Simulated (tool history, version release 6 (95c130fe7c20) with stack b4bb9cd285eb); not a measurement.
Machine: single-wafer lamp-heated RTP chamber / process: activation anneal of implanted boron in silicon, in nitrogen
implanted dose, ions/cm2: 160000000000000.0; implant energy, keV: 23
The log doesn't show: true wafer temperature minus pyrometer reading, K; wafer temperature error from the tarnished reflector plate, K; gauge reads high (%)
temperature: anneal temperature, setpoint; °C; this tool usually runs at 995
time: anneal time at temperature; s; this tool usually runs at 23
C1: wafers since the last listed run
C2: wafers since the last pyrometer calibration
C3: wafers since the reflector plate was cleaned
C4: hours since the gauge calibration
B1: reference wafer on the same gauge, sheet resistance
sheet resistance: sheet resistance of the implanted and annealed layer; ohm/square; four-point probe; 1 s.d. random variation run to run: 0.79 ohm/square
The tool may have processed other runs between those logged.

{"run": 1, "hour": 0.0, "temperature": 1010, "time": 23, "C1": 0, "C2": 1852, "C3": 1128, "C4": 228.9, "B1": 539.03, "sheet resistance": 526.68}
{"hour": 12.9, "done": "pyrometer window cleaned and pyrometer calibrated"}
{"run": 2, "hour": 16.6, "temperature": 995, "time": 12, "C1": 131, "C2": 57, "C3": 1260, "C4": 245.5, "B1": 538.93, "sheet resistance": 531.78}
{"hour": 18.8, "done": "gauge calibrated"}
{"run": 3, "hour": 32.8, "temperature": 995, "time": 12, "C1": 248, "C2": 305, "C3": 1508, "C4": 14.0, "B1": 538.86, "sheet resistance": 530.17}
{"run": 4, "hour": 42.1, "temperature": 995, "time": 23, "C1": 142, "C2": 447, "C3": 1650, "C4": 23.3, "B1": 538.98, "sheet resistance": 528.76}
{"run": 5, "hour": 52.4, "temperature": 995, "time": 23, "C1": 157, "C2": 605, "C3": 1808, "C4": 33.6, "B1": 538.81, "sheet resistance": 528.4}
{"run": 6, "hour": 70.0, "temperature": 972, "time": 23, "C1": 269, "C2": 874, "C3": 2078, "C4": 51.2, "B1": 538.86, "sheet resistance": 540.14}
{"run": 7, "hour": 76.0, "temperature": 972, "time": 23, "C1": 91, "C2": 966, "C3": 2170, "C4": 57.2, "B1": 538.83, "sheet resistance": 539.04}
{"run": 8, "hour": 85.9, "temperature": 988, "time": 27, "C1": 151, "C2": 1118, "C3": 2321, "C4": 67.1, "B1": 538.85, "sheet resistance": 531.06}
{"run": 9, "hour": 94.9, "temperature": 988, "time": 27, "C1": 137, "C2": 1256, "C3": 2459, "C4": 76.1, "B1": 539.0, "sheet resistance": 529.59}
{"run": 10, "hour": 111.9, "temperature": 995, "time": 17, "C1": 260, "C2": 1516, "C3": 2719, "C4": 93.1, "B1": 539.13, "sheet resistance": 528.53}
{"run": 11, "hour": 122.8, "temperature": 995, "time": 23, "C1": 166, "C2": 1683, "C3": 2886, "C4": 104.0, "B1": 539.21, "sheet resistance": 529.16}
{"hour": 133.0, "done": "reflector plate cleaned"}
{"run": 12, "hour": 133.5, "temperature": 995, "time": 23, "C1": 41, "C2": 1724, "C3": 8, "C4": 114.7, "B1": 539.18, "sheet resistance": 529.23}
{"run": 13, "hour": 138.2, "temperature": 995, "time": 23, "C1": 71, "C2": 1796, "C3": 80, "C4": 119.4, "B1": 538.95, "sheet resistance": 528.99}
{"run": 14, "hour": 145.0, "temperature": 995, "time": 23, "C1": 104, "C2": 1900, "C3": 184, "C4": 126.2, "B1": 539.17, "sheet resistance": 529.01}
{"run": 15, "hour": 161.2, "temperature": 988, "time": 27, "C1": 248, "C2": 2148, "C3": 432, "C4": 142.4, "B1": 538.99, "sheet resistance": 530.07}
{"run": 16, "hour": 176.8, "temperature": 969, "time": 30, "C1": 238, "C2": 2387, "C3": 671, "C4": 158.0, "B1": 538.92, "sheet resistance": 540.52}
{"hour": 192.0, "done": "pyrometer window cleaned and pyrometer calibrated"}
{"run": 17, "hour": 193.3, "temperature": 973, "time": 16, "C1": 130, "C2": 19, "C3": 801, "C4": 174.5, "B1": 539.01, "sheet resistance": 542.23}
{"run": 18, "hour": 211.1, "temperature": 1010, "time": 23, "C1": 272, "C2": 292, "C3": 1074, "C4": 192.3, "B1": 538.94, "sheet resistance": 527.23}
{"run": 19, "hour": 228.5, "temperature": 1011, "time": 28, "C1": 266, "C2": 558, "C3": 1340, "C4": 209.7, "B1": 538.94, "sheet resistance": 525.68}
{"run": 20, "hour": 242.3, "temperature": 1013, "time": 23, "C1": 211, "C2": 770, "C3": 1551, "C4": 223.5, "B1": 539.23, "sheet resistance": 527.22}
{"hour": 243.8, "done": "gauge calibrated"}
{"run": 21, "hour": 254.6, "temperature": 995, "time": 14, "C1": 188, "C2": 958, "C3": 1740, "C4": 10.8, "B1": 539.13, "sheet resistance": 531.55}
{"run": 22, "hour": 265.1, "temperature": 969, "time": 32, "C1": 160, "C2": 1119, "C3": 1901, "C4": 21.3, "B1": 539.01, "sheet resistance": 540.46}
{"run": 23, "hour": 278.5, "temperature": 995, "time": 23, "C1": 205, "C2": 1324, "C3": 2106, "C4": 34.7, "B1": 538.89, "sheet resistance": 529.6}
{"run": 24, "hour": 295.0, "temperature": 1022, "time": 18, "C1": 252, "C2": 1577, "C3": 2358, "C4": 51.2, "B1": 539.05, "sheet resistance": 525.8}
{"run": 25, "hour": 312.9, "temperature": 967, "time": 27, "C1": 274, "C2": 1851, "C3": 2633, "C4": 69.1, "B1": 539.06, "sheet resistance": 543.78}
{"hour": 343.4, "done": "pyrometer window cleaned and pyrometer calibrated"}
{"hour": 344.8, "done": "reflector plate cleaned"}
{"run": 26, "hour": 359.6, "temperature": 1013, "time": 14, "C1": 570, "C2": 226, "C3": 226, "C4": 115.8, "B1": 538.89, "sheet resistance": 526.96}

Forecast each of these 5 alternatives for the next run:
{"run": "A", "hour": 360.0, "temperature": 1005, "time": 23, "C1": 6, "C2": 232, "C3": 232, "C4": 116.2, "B1": "?", "sheet resistance": "?"}
{"run": "B", "hour": 360.0, "temperature": 986, "time": 28, "C1": 6, "C2": 232, "C3": 232, "C4": 116.2, "B1": "?", "sheet resistance": "?"}
{"run": "C", "hour": 360.0, "temperature": 1025, "time": 35, "C1": 6, "C2": 232, "C3": 232, "C4": 116.2, "B1": "?", "sheet resistance": "?"}
{"run": "D", "hour": 360.0, "temperature": 983, "time": 29, "C1": 6, "C2": 232, "C3": 232, "C4": 116.2, "B1": "?", "sheet resistance": "?"}
{"run": "E", "hour": 360.0, "temperature": 974, "time": 10, "C1": 6, "C2": 232, "C3": 232, "C4": 116.2, "B1": "?", "sheet resistance": "?"}

run=A B1=538.83 sheet_resistance=526.21
run=B B1=538.83 sheet_resistance=529.88
run=C B1=538.83 sheet_resistance=524.00
run=D B1=538.83 sheet_resistance=530.85
run=E B1=538.83 sheet_resistance=543.77
Without the tool's hidden state the same runs would have given:
run=A sheet_resistance=526.21
run=B sheet_resistance=529.88
run=C sheet_resistance=524.00
run=D sheet_resistance=530.85
run=E sheet_resistance=543.77
